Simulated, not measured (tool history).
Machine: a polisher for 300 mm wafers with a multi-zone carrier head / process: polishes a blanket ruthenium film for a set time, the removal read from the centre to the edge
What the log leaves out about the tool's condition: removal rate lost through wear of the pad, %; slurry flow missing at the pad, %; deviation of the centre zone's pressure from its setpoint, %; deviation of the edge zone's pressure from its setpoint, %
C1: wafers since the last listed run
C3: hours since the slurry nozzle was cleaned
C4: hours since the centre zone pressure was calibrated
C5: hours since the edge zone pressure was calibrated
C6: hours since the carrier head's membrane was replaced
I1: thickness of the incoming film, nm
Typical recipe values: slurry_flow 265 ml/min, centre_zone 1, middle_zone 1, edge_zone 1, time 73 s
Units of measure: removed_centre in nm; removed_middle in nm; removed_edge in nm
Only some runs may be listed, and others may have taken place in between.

run 1 hour=0 | slurry_flow=235 centre_zone=1 middle_zone=0.9 edge_zone=0.88 time=73 | C1=0 wafers_polished_on_this_pad=1016 C3=450.5 C4=31.6 C5=51.8 C6=462.7 | I1=506.3 | removed_centre=73.4 removed_middle=67.5 removed_edge=69
run 2 hour=31.8 | slurry_flow=310 centre_zone=1 middle_zone=0.9 edge_zone=1.1 time=66 | C1=305 wafers_polished_on_this_pad=1322 C3=482.3 C4=63.4 C5=83.6 C6=494.5 | I1=500.2 | removed_centre=69.9 removed_middle=62.8 removed_edge=73.3
run 3 hour=60 | slurry_flow=265 centre_zone=1.06 middle_zone=0.93 edge_zone=1 time=73 | C1=270 wafers_polished_on_this_pad=1593 C3=510.5 C4=91.6 C5=111.8 C6=522.7 | I1=504.5 | removed_centre=79.9 removed_middle=68.7 removed_edge=75.3
run 4 hour=85.1 | slurry_flow=310 centre_zone=0.91 middle_zone=0.92 edge_zone=1 time=96 | C1=241 wafers_polished_on_this_pad=1834 C3=535.6 C4=116.7 C5=136.9 C6=547.8 | I1=498.8 | removed_centre=91.1 removed_middle=95.3 removed_edge=101.8
run 5 hour=103.2 | slurry_flow=235 centre_zone=1 middle_zone=1 edge_zone=1.09 time=73 | C1=173 wafers_polished_on_this_pad=2008 C3=553.7 C4=134.8 C5=155 C6=565.9 | I1=499.8 | removed_centre=73.3 removed_middle=73.5 removed_edge=76.1
run 6 hour=137.4 | slurry_flow=265 centre_zone=1 middle_zone=1 edge_zone=1 time=73 | C1=328 wafers_polished_on_this_pad=2336 C3=587.9 C4=169 C5=189.2 C6=600.1 | I1=494.3 | removed_centre=75.4 removed_middle=74.8 removed_edge=74.4
run 7 hour=160.9 | slurry_flow=265 centre_zone=1 middle_zone=1 edge_zone=1 time=73 | C1=225 wafers_polished_on_this_pad=2562 C3=611.4 C4=192.5 C5=212.7 C6=623.6 | I1=503.4 | removed_centre=75 removed_middle=74.5 removed_edge=75.5
-- hour=169 slurry nozzle cleaned
run 8 hour=176.9 | slurry_flow=265 centre_zone=1 middle_zone=1.09 edge_zone=1.08 time=93 | C1=144 wafers_polished_on_this_pad=2706 C3=7.9 C4=208.5 C5=228.7 C6=639.6 | I1=500.1 | removed_centre=89.7 removed_middle=98.4 removed_edge=95.5
-- hour=187.4 carrier head's membrane replaced by a new one
-- hour=189.8 worn pad replaced by a new one
run 9 hour=205.7 | slurry_flow=265 centre_zone=1 middle_zone=1 edge_zone=1 time=73 | C1=206 wafers_polished_on_this_pad=152 C3=36.7 C4=237.3 C5=257.5 C6=18.3 | I1=502.5 | removed_centre=69.6 removed_middle=69.5 removed_edge=71.5
run 10 hour=226.9 | slurry_flow=265 centre_zone=1 middle_zone=1 edge_zone=1 time=73 | C1=203 wafers_polished_on_this_pad=356 C3=57.9 C4=258.5 C5=278.7 C6=39.5 | I1=495.4 | removed_centre=69.6 removed_middle=69.5 removed_edge=70.5
run 11 hour=258.3 | slurry_flow=265 centre_zone=1.05 middle_zone=1 edge_zone=1 time=73 | C1=301 wafers_polished_on_this_pad=658 C3=89.3 C4=289.9 C5=310.1 C6=70.9 | I1=500.6 | removed_centre=71.9 removed_middle=70.4 removed_edge=69.8
run 12 hour=354.7 | slurry_flow=265 centre_zone=1 middle_zone=1 edge_zone=1 time=73 | C1=926 wafers_polished_on_this_pad=1584 C3=185.7 C4=386.3 C5=406.5 C6=167.3 | I1=498.1 | removed_centre=66.5 removed_middle=66.7 removed_edge=68.5
-- hour=391.1 slurry nozzle cleaned, repeated, since the last time left the tool worse
run 13 hour=449.4 | slurry_flow=265 centre_zone=1 middle_zone=1 edge_zone=1 time=73 | C1=900 wafers_polished_on_this_pad=2484 C3=58.3 C4=481 C5=501.2 C6=262 | I1=505.6 | removed_centre=77.2 removed_middle=76.2 removed_edge=75.6
-- hour=457 worn pad replaced by a new one
run 14 hour=481.2 | slurry_flow=265 centre_zone=1 middle_zone=1.12 edge_zone=1 time=73 | C1=267 wafers_polished_on_this_pad=232 C3=90.1 C4=512.8 C5=533 C6=293.8 | I1=505.7 | removed_centre=75.9 removed_middle=81.5 removed_edge=75
run 15 hour=505.4 | slurry_flow=235 centre_zone=1 middle_zone=0.94 edge_zone=1.1 time=73 | C1=232 wafers_polished_on_this_pad=464 C3=114.3 C4=537 C5=557.2 C6=318 | I1=499.8 | removed_centre=75 removed_middle=72.3 removed_edge=78.6
run 16 hour=530.8 | slurry_flow=195 centre_zone=1 middle_zone=0.95 edge_zone=1 time=73 | C1=244 wafers_polished_on_this_pad=708 C3=139.7 C4=562.4 C5=582.6 C6=343.4 | I1=496.3 | removed_centre=72.7 removed_middle=68.7 removed_edge=74.9
run 17 hour=566 | slurry_flow=265 centre_zone=1 middle_zone=1 edge_zone=1 time=73 | C1=338 wafers_polished_on_this_pad=1047 C3=174.9 C4=597.6 C5=617.8 C6=378.6 | I1=503.8 | removed_centre=76.4 removed_middle=76.6 removed_edge=76.9
run 18 hour=598.8 | slurry_flow=265 centre_zone=1 middle_zone=1.07 edge_zone=1 time=81 | C1=315 wafers_polished_on_this_pad=1362 C3=207.7 C4=630.4 C5=650.6 C6=411.4 | I1=503.2 | removed_centre=84.7 removed_middle=90.3 removed_edge=81.8
run 19 hour=615.9 | slurry_flow=220 centre_zone=1 middle_zone=0.93 edge_zone=1.07 time=55 | C1=164 wafers_polished_on_this_pad=1526 C3=224.8 C4=647.5 C5=667.7 C6=428.5 | I1=505.5 | removed_centre=56 removed_middle=51.7 removed_edge=57.9
run 20 hour=627.9 | slurry_flow=215 centre_zone=1.04 middle_zone=1.11 edge_zone=1 time=73 | C1=115 wafers_polished_on_this_pad=1641 C3=236.8 C4=659.5 C5=679.7 C6=440.5 | I1=497.3 | removed_centre=76.4 removed_middle=79.7 removed_edge=73.6
run 21 hour=653.9 | slurry_flow=265 centre_zone=1 middle_zone=1 edge_zone=1 time=73 | C1=249 wafers_polished_on_this_pad=1891 C3=262.8 C4=685.5 C5=705.7 C6=466.5 | I1=500.8 | removed_centre=76 removed_middle=73.1 removed_edge=74.6
-- hour=670.3 edge zone pressure recalibrated
run 22 hour=672.9 | slurry_flow=265 centre_zone=0.89 middle_zone=1 edge_zone=1.11 time=73 | C1=163 wafers_polished_on_this_pad=2055 C3=281.8 C4=704.5 C5=2.6 C6=485.5 | I1=497.8 | removed_centre=67.5 removed_middle=75.8 removed_edge=79.9

Below are 4 alternative next runs, each starting from the tool's condition after run 22. Predict each:
run A hour=673.3 | slurry_flow=265 centre_zone=1 middle_zone=1 edge_zone=1 time=73 | C1=3 wafers_polished_on_this_pad=2058 C3=282.2 C4=704.9 C5=3 C6=485.9 | I1=502.6 | removed_centre=? removed_middle=? removed_edge=?
run B hour=673.3 | slurry_flow=265 centre_zone=1 middle_zone=1 edge_zone=1.12 time=73 | C1=3 wafers_polished_on_this_pad=2058 C3=282.2 C4=704.9 C5=3 C6=485.9 | I1=502.6 | removed_centre=? removed_middle=? removed_edge=?
run C hour=673.3 | slurry_flow=265 centre_zone=0.89 middle_zone=1.04 edge_zone=1 time=73 | C1=3 wafers_polished_on_this_pad=2058 C3=282.2 C4=704.9 C5=3 C6=485.9 | I1=502.6 | removed_centre=? removed_middle=? removed_edge=?
run D hour=673.3 | slurry_flow=355 centre_zone=1 middle_zone=0.94 edge_zone=1 time=73 | C1=3 wafers_polished_on_this_pad=2058 C3=282.2 C4=704.9 C5=3 C6=485.9 | I1=502.6 | removed_centre=? removed_middle=? removed_edge=?

run=A removed_centre=75 removed_middle=75.8 removed_edge=76
run=B removed_centre=75 removed_middle=75.7 removed_edge=80.4
run=C removed_centre=66.7 removed_middle=78.4 removed_edge=75.9
run=D removed_centre=78 removed_middle=74.6 removed_edge=78.1
What these runs would have given with no unlogged condition in the tool:
run=A removed_centre=77 removed_middle=77.6 removed_edge=77.3
run=B removed_centre=77 removed_middle=77.6 removed_edge=81.8
run=C removed_centre=68.5 removed_middle=80.2 removed_edge=77.3
run=D removed_centre=79.5 removed_middle=75.9 removed_edge=79.2

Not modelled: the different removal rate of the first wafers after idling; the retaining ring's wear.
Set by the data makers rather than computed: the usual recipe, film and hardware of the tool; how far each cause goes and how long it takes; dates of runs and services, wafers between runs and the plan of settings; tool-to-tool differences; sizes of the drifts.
